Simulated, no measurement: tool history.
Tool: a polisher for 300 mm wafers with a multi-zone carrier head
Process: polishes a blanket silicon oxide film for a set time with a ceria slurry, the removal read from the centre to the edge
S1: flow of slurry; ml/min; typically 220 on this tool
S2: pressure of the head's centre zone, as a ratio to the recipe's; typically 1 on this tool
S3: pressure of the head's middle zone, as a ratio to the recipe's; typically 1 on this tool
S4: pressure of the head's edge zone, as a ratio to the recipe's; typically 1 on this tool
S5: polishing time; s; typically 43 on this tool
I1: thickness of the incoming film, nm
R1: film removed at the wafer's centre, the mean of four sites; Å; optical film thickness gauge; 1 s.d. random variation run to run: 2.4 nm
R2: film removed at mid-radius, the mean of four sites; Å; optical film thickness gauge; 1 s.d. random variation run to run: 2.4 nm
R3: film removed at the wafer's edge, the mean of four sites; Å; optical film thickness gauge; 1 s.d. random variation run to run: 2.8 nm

Run 1, hour 0: usual settings; I1 1411.8. Result: R1 2281 Å, R2 2326 Å, R3 2374 Å.
At hour 11: worn pad replaced by a new one.
Run 2, hour 11.5: usual settings; I1 1431.6. Result: R1 2444 Å, R2 2455 Å, R3 2502 Å.
Run 3, hour 18.1: usual settings; I1 1441.1. Result: R1 2450 Å, R2 2475 Å, R3 2449 Å.
Run 4, hour 35.5: usual settings; I1 1429. Result: R1 2384 Å, R2 2399 Å, R3 2407 Å.
Run 5, hour 44.8: usual settings; I1 1445.5. Result: R1 2393 Å, R2 2434 Å, R3 2440 Å.
At hour 53.5: edge zone pressure recalibrated.
Run 6, hour 62: usual settings; I1 1446. Result: R1 2365 Å, R2 2424 Å, R3 2438 Å.
Run 7, hour 72: usual settings; I1 1415.6. Result: R1 2365 Å, R2 2398 Å, R3 2403 Å.
At hour 80.9: carrier head's membrane replaced by a new one.
At hour 84.2: slurry nozzle cleaned.
Run 8, hour 85.1: usual settings; I1 1424.8. Result: R1 2305 Å, R2 2333 Å, R3 2313 Å.
At hour 94.1: centre zone pressure recalibrated.
At hour 103.8: worn pad replaced by a new one.
Run 9, hour 104.3: usual settings but S2 1.11, S3 0.96, S4 0.95, S5 28 s; I1 1437.9. Result: R1 1731 Å, R2 1520 Å, R3 1570 Å.
Run 10, hour 112.7: usual settings but S2 0.94; I1 1454.5. Result: R1 2295 Å, R2 2433 Å, R3 2452 Å.
Run 11, hour 128.1: usual settings but S1 160 ml/min; I1 1397.3. Result: R1 2347 Å, R2 2422 Å, R3 2390 Å.
Run 12, hour 142.7: usual settings but S2 1.04, S3 0.93; I1 1444.8. Result: R1 2481 Å, R2 2271 Å, R3 2452 Å.
Run 13, hour 159.7: usual settings; I1 1452.4. Result: R1 2342 Å, R2 2401 Å, R3 2359 Å.
Run 14, hour 175: usual settings but S1 180 ml/min, S4 1.1; I1 1434.8. Result: R1 2305 Å, R2 2345 Å, R3 2435 Å.

The same runs without the tool's hidden state, with the same run-to-run variation:
Hidden conditions of the tool in this case: removal rate lost through wear of the pad, %; slurry flow missing at the pad, %; deviation of the centre zone's pressure from its setpoint, %; deviation of the edge zone's pressure from its setpoint, %.
run    R1    R2    R3
  1  2442  2490  2542
  2  2459  2470  2517
  3  2466  2492  2465
  4  2410  2425  2434
  5  2429  2471  2478
  6  2429  2489  2503
  7  2450  2485  2490
  8  2423  2453  2431
  9  1748  1535  1584
 10  2318  2457  2476
 11  2380  2456  2424
 12  2535  2319  2505
 13  2423  2484  2440
 14  2422  2465  2559
